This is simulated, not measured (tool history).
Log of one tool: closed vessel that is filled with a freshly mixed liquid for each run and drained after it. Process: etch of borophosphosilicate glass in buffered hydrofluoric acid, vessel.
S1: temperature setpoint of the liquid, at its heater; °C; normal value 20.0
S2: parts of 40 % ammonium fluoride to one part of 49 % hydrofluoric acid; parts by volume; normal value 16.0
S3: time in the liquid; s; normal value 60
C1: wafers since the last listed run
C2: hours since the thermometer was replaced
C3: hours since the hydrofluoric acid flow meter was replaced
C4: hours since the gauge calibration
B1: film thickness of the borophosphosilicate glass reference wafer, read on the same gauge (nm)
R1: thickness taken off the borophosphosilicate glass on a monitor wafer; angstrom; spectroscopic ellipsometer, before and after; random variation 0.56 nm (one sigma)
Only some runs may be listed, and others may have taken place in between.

run	hour	S1	S2	S3	C1	C2	C3	C4	B1	R1
1	0.0	20.0	16.0	60	0	1529.8	1254.2	3441.1	79.98	861.9
# hour 51.5: hydrofluoric acid flow meter replaced
2	69.7	20.0	16.0	60	6114	1599.5	18.2	3510.8	79.99	922.5
3	175.4	20.0	16.0	60	9407	1705.2	123.9	3616.5	80.01	920.6
4	226.7	20.0	16.0	60	4566	1756.5	175.2	3667.8	80.00	921.7
5	266.4	20.0	16.0	60	3533	1796.2	214.9	3707.5	80.00	912.3
# hour 306.3: thermometer replaced
# hour 330.2: gauge calibrated
6	334.6	20.0	16.0	60	5981	28.3	283.1	4.4	79.99	917.6
7	432.3	20.0	16.0	60	8695	126.0	380.8	102.1	80.03	893.8
8	515.1	20.0	16.0	60	7369	208.8	463.6	184.9	79.99	896.9
9	644.6	20.0	12.0	60	11526	338.3	593.1	314.4	80.01	1179.6
10	726.5	20.0	12.0	60	7289	420.2	675.0	396.3	79.99	1169.9
11	827.6	20.0	11.5	30	8998	521.3	776.1	497.4	80.00	613.4
12	931.2	22.5	22.5	60	9221	624.9	879.7	601.0	80.02	755.3
13	975.2	23.0	14.0	85	3916	668.9	923.7	645.0	80.00	1655.7
14	1028.1	17.5	16.0	40	4708	721.8	976.6	697.9	79.97	506.5
15	1096.7	20.0	10.0	30	6105	790.4	1045.2	766.5	79.96	692.1
16	1137.8	20.0	16.0	60	3658	831.5	1086.3	807.6	80.00	863.0
17	1243.9	20.0	16.0	95	9443	937.6	1192.4	913.7	80.02	1360.4
18	1319.2	21.5	19.0	85	6702	1012.9	1267.7	989.0	80.01	1114.5
19	1384.5	23.5	16.0	60	5812	1078.2	1333.0	1054.3	80.01	1016.3
# hour 1409.4: hydrofluoric acid flow meter replaced
20	1479.5	18.5	13.5	30	8366	1173.2	70.1	1149.3	79.98	501.0
21	1522.7	22.0	22.0	60	3845	1216.4	113.3	1192.5	79.99	768.0
22	1584.6	17.0	9.5	80	5509	1278.3	175.2	1254.4	80.01	1704.6
23	1651.6	20.0	16.0	60	5963	1345.3	242.2	1321.4	79.95	907.5
24	1707.0	20.0	13.0	60	4930	1400.7	297.6	1376.8	79.99	1115.6
25	1745.5	20.0	13.0	75	3426	1439.2	336.1	1415.3	79.98	1379.5
26	1786.2	20.0	16.0	60	3622	1479.9	376.8	1456.0	79.99	907.0
27	1843.6	24.5	13.0	85	5108	1537.3	434.2	1513.4	79.98	2004.5
28	1931.6	20.0	16.0	60	7832	1625.3	522.2	1601.4	80.00	893.7
# hour 1943.9: thermometer replaced
29	2002.6	22.5	10.0	40	6230	58.7	593.2	1672.4	79.98	1092.7
30	2104.7	20.0	20.5	60	9087	160.8	695.3	1774.5	79.99	708.7

Here are 5 independent what-if runs from the current tool condition. What would each one return?
A	2105.4	17.5	16.0	60	62	161.5	696.0	1775.2	?	?
B	2105.4	22.0	18.0	70	62	161.5	696.0	1775.2	?	?
C	2105.4	20.0	16.0	85	62	161.5	696.0	1775.2	?	?
D	2105.4	21.5	20.5	30	62	161.5	696.0	1775.2	?	?
E	2105.4	17.5	13.0	80	62	161.5	696.0	1775.2	?	?

run	B1	R1
A	80.01	777.2
B	80.01	1036.2
C	80.01	1266.2
D	80.01	388.7
E	80.01	1272.8
The same runs, with their run-to-run variation unchanged, on a tool lacking any hidden condition would have given:
run	R1
A	818.9
B	1091.7
C	1334.0
D	403.1
E	1340.8
